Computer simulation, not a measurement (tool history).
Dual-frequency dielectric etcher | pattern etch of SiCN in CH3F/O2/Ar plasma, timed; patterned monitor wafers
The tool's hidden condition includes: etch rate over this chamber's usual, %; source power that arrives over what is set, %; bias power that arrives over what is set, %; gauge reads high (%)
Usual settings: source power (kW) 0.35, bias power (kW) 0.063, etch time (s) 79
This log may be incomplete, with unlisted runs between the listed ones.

run,hour,source power (kW),bias power (kW),etch time (s),wafers since the last listed run,hours since the last wet clean,hours since the last source power generator calibration,hours since the last bias power generator calibration,hours since the last upper electrode change,hours since the gauge calibration,"read-back reference wafer on the same gauge, depth_nm",mean etch depth across the wafer (Å)
1,0,0.35,0.063,95.5,0,205.4,2118.7,1474.4,2490.8,249,29.88,328.5
2,16.1,0.35,0.063,95.5,197,221.5,2134.8,1490.5,2506.9,265.1,29.91,331.6
3,29.8,0.35,0.063,79,168,235.2,2148.5,1504.2,2520.6,278.8,29.9,271.4
4,36,0.35,0.063,79,76,241.4,2154.7,1510.4,2526.8,285,29.86,274.4
# hour 45.5: gauge calibrated
5,48.1,0.41,0.063,79,148,253.5,2166.8,1522.5,2538.9,2.6,29.86,286.4
6,64.7,0.41,0.063,79,203,270.1,2183.4,1539.1,2555.5,19.2,29.87,287.1
7,81.6,0.35,0.063,68,207,287,2200.3,1556,2572.4,36.1,29.89,236
8,99.5,0.35,0.063,68,219,304.9,2218.2,1573.9,2590.3,54,29.93,237
9,115.4,0.35,0.063,79,195,320.8,2234.1,1589.8,2606.2,69.9,29.89,275.1
10,122.9,0.35,0.063,79,92,328.3,2241.6,1597.3,2613.7,77.4,29.89,274.1
11,166.1,0.35,0.063,79,530,371.5,2284.8,1640.5,2656.9,120.6,29.94,273.9
12,183.5,0.35,0.063,79,213,388.9,2302.2,1657.9,2674.3,138,29.86,275.9
13,200.2,0.35,0.063,79,204,405.6,2318.9,1674.6,2691,154.7,29.97,275.4
# hour 204.6: bias power generator calibrated
14,206.7,0.29,0.063,79,30,412.1,2325.4,2.1,2697.5,161.2,29.82,261.9
15,213.3,0.35,0.063,79,80,418.7,2332,8.7,2704.1,167.8,29.96,275.8
16,222,0.31,0.049,71.5,106,427.4,2340.7,17.4,2712.8,176.5,29.9,215.6
# hour 251.1: wet clean of the chamber
# hour 251.8: source power generator calibrated
17,271,0.42,0.07,88,298,19.9,19.2,66.4,2761.8,225.5,29.91,333.4
18,280.9,0.35,0.063,79,121,29.8,29.1,76.3,2771.7,235.4,29.84,270.5
19,288.6,0.35,0.073,97,94,37.5,36.8,84,2779.4,243.1,29.9,356.4
# hour 306.6: gauge calibrated
# hour 318: upper electrode replaced
20,318.5,0.35,0.058,79,72,67.4,66.7,113.9,0.5,11.9,29.86,261.1
21,318.8,0.35,0.063,79,3,67.7,67,114.2,0.8,12.2,29.91,270.8
22,323.5,0.35,0.063,79,57,72.4,71.7,118.9,5.5,16.9,29.9,270.5
23,338.8,0.35,0.063,79,187,87.7,87,134.2,20.8,32.2,29.85,269.2
24,353.5,0.31,0.048,90,180,102.4,101.7,148.9,35.5,46.9,29.95,264.2
25,360,0.39,0.071,94.5,79,108.9,108.2,155.4,42,53.4,29.84,355.1
26,374.5,0.32,0.051,72,177,123.4,122.7,169.9,56.5,67.9,29.88,218.8
27,382.6,0.31,0.051,69.5,99,131.5,130.8,178,64.6,76,29.91,208.9
28,393,0.35,0.053,79,127,141.9,141.2,188.4,75,86.4,29.88,251.4
29,400.2,0.35,0.063,79,88,149.1,148.4,195.6,82.2,93.6,29.9,270.2

Branching from run 29: 5 alternative next runs. What would each branch give?
A,400.6,0.31,0.063,79,4,149.5,148.8,196,82.6,94,?,?
B,400.6,0.35,0.055,79,4,149.5,148.8,196,82.6,94,?,?
C,400.6,0.35,0.071,79,4,149.5,148.8,196,82.6,94,?,?
D,400.6,0.43,0.063,73,4,149.5,148.8,196,82.6,94,?,?
E,400.6,0.35,0.063,72.5,4,149.5,148.8,196,82.6,94,?,?

run,"read-back reference wafer on the same gauge, depth_nm",mean etch depth across the wafer (Å)
A,29.8,261.8
B,29.8,254.6
C,29.8,286.7
D,29.8,266.9
E,29.8,248.9
Without the tool's hidden state the same runs would have given:
run,mean etch depth across the wafer (Å)
A,259.4
B,252.3
C,284.1
D,264.4
E,246.7
